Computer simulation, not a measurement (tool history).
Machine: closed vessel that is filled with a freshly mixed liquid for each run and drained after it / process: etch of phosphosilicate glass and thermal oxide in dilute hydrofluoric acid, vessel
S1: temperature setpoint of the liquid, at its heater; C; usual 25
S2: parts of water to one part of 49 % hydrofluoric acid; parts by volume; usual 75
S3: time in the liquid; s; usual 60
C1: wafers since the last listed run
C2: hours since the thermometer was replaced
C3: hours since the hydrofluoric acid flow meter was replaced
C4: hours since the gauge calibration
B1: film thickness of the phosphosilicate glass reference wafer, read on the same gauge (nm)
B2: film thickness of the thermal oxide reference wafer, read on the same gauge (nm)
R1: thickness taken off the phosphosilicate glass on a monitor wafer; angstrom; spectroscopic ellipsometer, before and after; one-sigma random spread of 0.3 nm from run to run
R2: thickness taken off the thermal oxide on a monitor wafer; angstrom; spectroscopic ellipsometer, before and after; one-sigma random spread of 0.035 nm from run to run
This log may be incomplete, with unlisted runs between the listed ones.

run,hour,S1,S2,S3,C1,C2,C3,C4,B1,B2,R1,R2
1,0,25,75,60,0,1327.8,1505,149.7,140.02,79.962,701.8,33
2,7,25,75,60,629,1334.8,1512,156.7,139.96,80.033,700.1,33.38
3,14.8,23.5,60,60,701,1342.6,1519.8,164.5,140,79.932,837,40.24
4,26.8,23.5,60,60,1079,1354.6,1531.8,176.5,140.01,79.999,835.3,40.47
5,37.6,25,75,45,971,1365.4,1542.6,187.3,140.02,79.981,522.6,25.3
6,54,26.5,75,60,1475,1381.8,1559,203.7,140.01,80.003,735.8,35.38
7,64.8,26.5,75,60,971,1392.6,1569.8,214.5,140.01,80.015,735.4,35.77
8,71.3,21.5,75,60,584,1399.1,1576.3,221,139.96,79.979,602.5,28.98
9,77.8,21.5,75,60,584,1405.6,1582.8,227.5,140.01,79.989,596.9,29.01
10,94.8,21.5,75,60,1529,1422.6,1599.8,244.5,140.02,79.973,598.9,28.92
11,145.5,25,75,60,4562,1473.3,1650.5,295.2,139.99,80.014,689.6,32.55
# hour 151.4: gauge calibrated
12,161.4,25,75,60,1430,1489.2,1666.4,10,140.01,79.997,684.6,32.78
13,175.3,28.5,75,35,1250,1503.1,1680.3,23.9,139.95,80,458.3,21.78
14,188.4,25,85,30,1178,1516.2,1693.4,37,140.02,80.019,299.1,14.33
15,198.3,27,40,75,890,1526.1,1703.3,46.9,140.05,79.993,1821.9,88.29
# hour 204.7: thermometer replaced
16,211.1,23,75,60,1061,6.4,1716.1,59.7,139.98,80.02,701.2,34.16
17,218.5,27.5,75,85,665,13.8,1723.5,67.1,140.03,80.027,1183.6,57.37
18,231.1,29,100,60,1133,26.4,1736.1,79.7,139.99,80.01,638.4,30.96
# hour 234.3: hydrofluoric acid flow meter replaced
19,243.3,27.5,45,50,1007,38.6,9,91.9,140,79.954,1303.1,62.58
20,255.3,25,75,60,1079,50.6,21,103.9,139.99,79.993,814.5,38.99
21,271.6,25,75,70,1466,66.9,37.3,120.2,140.05,79.944,946.4,46.24
22,282.6,23.5,75,60,989,77.9,48.3,131.2,140,80.002,759.9,37.16
23,297.3,22,75,85,1322,92.6,63,145.9,140.01,80.032,1011.8,48.42
24,313.1,27.5,75,85,1421,108.4,78.8,161.7,139.97,80.035,1265.2,60.98
25,325.1,26.5,75,35,1079,120.4,90.8,173.7,140,79.961,501.7,24.26

Each run again, without the hidden state but with its own random variation kept:
The tool's hidden condition here consists of: liquid colder than its thermometer reads (K); hydrofluoric acid flow below the setpoint (%); gauge reads high (%).
run,R1,R2
1,833.9,39.21
2,832.8,39.71
3,997.6,47.96
4,996.8,48.3
5,623.6,30.2
6,878.9,42.26
7,879.5,42.79
8,723.8,34.82
9,717.7,34.88
10,721.5,34.84
11,833.7,39.35
12,828.9,39.7
13,554.3,26.34
14,363.2,17.4
15,2212.5,107.22
16,767.2,37.38
17,1296.8,62.86
18,701.9,34.04
19,1328,63.78
20,831.3,39.8
21,967.7,47.28
22,778.1,38.04
23,1038.2,49.69
24,1299.7,62.64
25,516,24.96
